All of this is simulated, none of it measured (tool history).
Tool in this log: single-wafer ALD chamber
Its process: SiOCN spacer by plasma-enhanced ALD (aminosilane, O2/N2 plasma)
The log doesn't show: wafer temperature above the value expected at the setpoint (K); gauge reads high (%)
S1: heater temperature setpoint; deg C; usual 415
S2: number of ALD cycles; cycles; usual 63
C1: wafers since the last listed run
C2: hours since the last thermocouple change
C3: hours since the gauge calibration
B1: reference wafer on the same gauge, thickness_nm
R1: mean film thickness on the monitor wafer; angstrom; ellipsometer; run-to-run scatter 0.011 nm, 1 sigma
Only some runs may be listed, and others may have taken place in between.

run 1 hour=0 | S1=415 S2=63 | C1=0 C2=736.5 C3=462.1 | B1=3.637 | R1=33.62
run 2 hour=26.6 | S1=423 S2=63 | C1=64 C2=763.1 C3=488.7 | B1=3.639 | R1=32.47
run 3 hour=43.4 | S1=415 S2=63 | C1=40 C2=779.9 C3=505.5 | B1=3.639 | R1=33.48
run 4 hour=77.7 | S1=415 S2=63 | C1=83 C2=814.2 C3=539.8 | B1=3.646 | R1=33.47
run 5 hour=89.8 | S1=415 S2=63 | C1=29 C2=826.3 C3=551.9 | B1=3.638 | R1=33.38
run 6 hour=102.8 | S1=415 S2=63 | C1=31 C2=839.3 C3=564.9 | B1=3.634 | R1=33.48
run 7 hour=132.7 | S1=415 S2=63 | C1=72 C2=869.2 C3=594.8 | B1=3.64 | R1=33.4
run 8 hour=167.5 | S1=415 S2=63 | C1=84 C2=904 C3=629.6 | B1=3.642 | R1=33.55
run 9 hour=239 | S1=405 S2=63 | C1=173 C2=975.5 C3=701.1 | B1=3.643 | R1=34.55
-- hour=270 thermocouple changed; heater temperature recalibrated
run 10 hour=281.7 | S1=405 S2=63 | C1=84 C2=11.7 C3=743.8 | B1=3.637 | R1=35.14
run 11 hour=317.6 | S1=405 S2=63 | C1=87 C2=47.6 C3=779.7 | B1=3.642 | R1=35.07
run 12 hour=332.5 | S1=415 S2=63 | C1=36 C2=62.5 C3=794.6 | B1=3.64 | R1=33.66
run 13 hour=357.6 | S1=415 S2=63 | C1=61 C2=87.6 C3=819.7 | B1=3.639 | R1=33.63
-- hour=368.3 gauge calibrated
run 14 hour=379 | S1=415 S2=72 | C1=52 C2=109 C3=10.7 | B1=3.645 | R1=38.44
run 15 hour=391.5 | S1=415 S2=72 | C1=30 C2=121.5 C3=23.2 | B1=3.64 | R1=38.77
run 16 hour=418.9 | S1=415 S2=63 | C1=66 C2=148.9 C3=50.6 | B1=3.645 | R1=33.84
run 17 hour=433.8 | S1=428 S2=68 | C1=36 C2=163.8 C3=65.5 | B1=3.639 | R1=34.87
run 18 hour=458.6 | S1=423 S2=71 | C1=60 C2=188.6 C3=90.3 | B1=3.641 | R1=37.08
run 19 hour=484.5 | S1=415 S2=63 | C1=62 C2=214.5 C3=116.2 | B1=3.64 | R1=33.94
run 20 hour=508.2 | S1=415 S2=66 | C1=57 C2=238.2 C3=139.9 | B1=3.639 | R1=35.51
run 21 hour=528.1 | S1=430 S2=60 | C1=48 C2=258.1 C3=159.8 | B1=3.641 | R1=30.39
run 22 hour=551.6 | S1=406 S2=51 | C1=57 C2=281.6 C3=183.3 | B1=3.645 | R1=28.21
run 23 hour=566.4 | S1=404 S2=75 | C1=35 C2=296.4 C3=198.1 | B1=3.64 | R1=41.98
run 24 hour=596.5 | S1=415 S2=72 | C1=73 C2=326.5 C3=228.2 | B1=3.64 | R1=38.7
run 25 hour=622.8 | S1=429 S2=54 | C1=63 C2=352.8 C3=254.5 | B1=3.644 | R1=27.52
run 26 hour=658.5 | S1=415 S2=57 | C1=86 C2=388.5 C3=290.2 | B1=3.641 | R1=30.55
run 27 hour=685.4 | S1=409 S2=52 | C1=65 C2=415.4 C3=317.1 | B1=3.637 | R1=28.35
run 28 hour=720 | S1=401 S2=57 | C1=84 C2=450 C3=351.7 | B1=3.643 | R1=31.98
run 29 hour=736.9 | S1=428 S2=68 | C1=41 C2=466.9 C3=368.6 | B1=3.639 | R1=34.73
run 30 hour=749.8 | S1=406 S2=63 | C1=31 C2=479.8 C3=381.5 | B1=3.639 | R1=34.73
run 31 hour=775.9 | S1=415 S2=63 | C1=63 C2=505.9 C3=407.6 | B1=3.638 | R1=33.73
run 32 hour=790.6 | S1=402 S2=71 | C1=35 C2=520.6 C3=422.3 | B1=3.641 | R1=39.76
run 33 hour=807.5 | S1=426 S2=73 | C1=41 C2=537.5 C3=439.2 | B1=3.643 | R1=37.36

Below are 3 alternative next runs, each starting from the tool's condition after run 33. Predict each:
run A hour=808 | S1=415 S2=63 | C1=1 C2=538 C3=439.7 | B1=? | R1=?
run B hour=808 | S1=428 S2=70 | C1=1 C2=538 C3=439.7 | B1=? | R1=?
run C hour=808 | S1=405 S2=73 | C1=1 C2=538 C3=439.7 | B1=? | R1=?

run=A B1=3.643 R1=33.86
run=B B1=3.643 R1=35.86
run=C B1=3.643 R1=40.65
Had the tool no hidden state, the same runs would have come out as:
run=A R1=34.03
run=B R1=36.05
run=C R1=40.84

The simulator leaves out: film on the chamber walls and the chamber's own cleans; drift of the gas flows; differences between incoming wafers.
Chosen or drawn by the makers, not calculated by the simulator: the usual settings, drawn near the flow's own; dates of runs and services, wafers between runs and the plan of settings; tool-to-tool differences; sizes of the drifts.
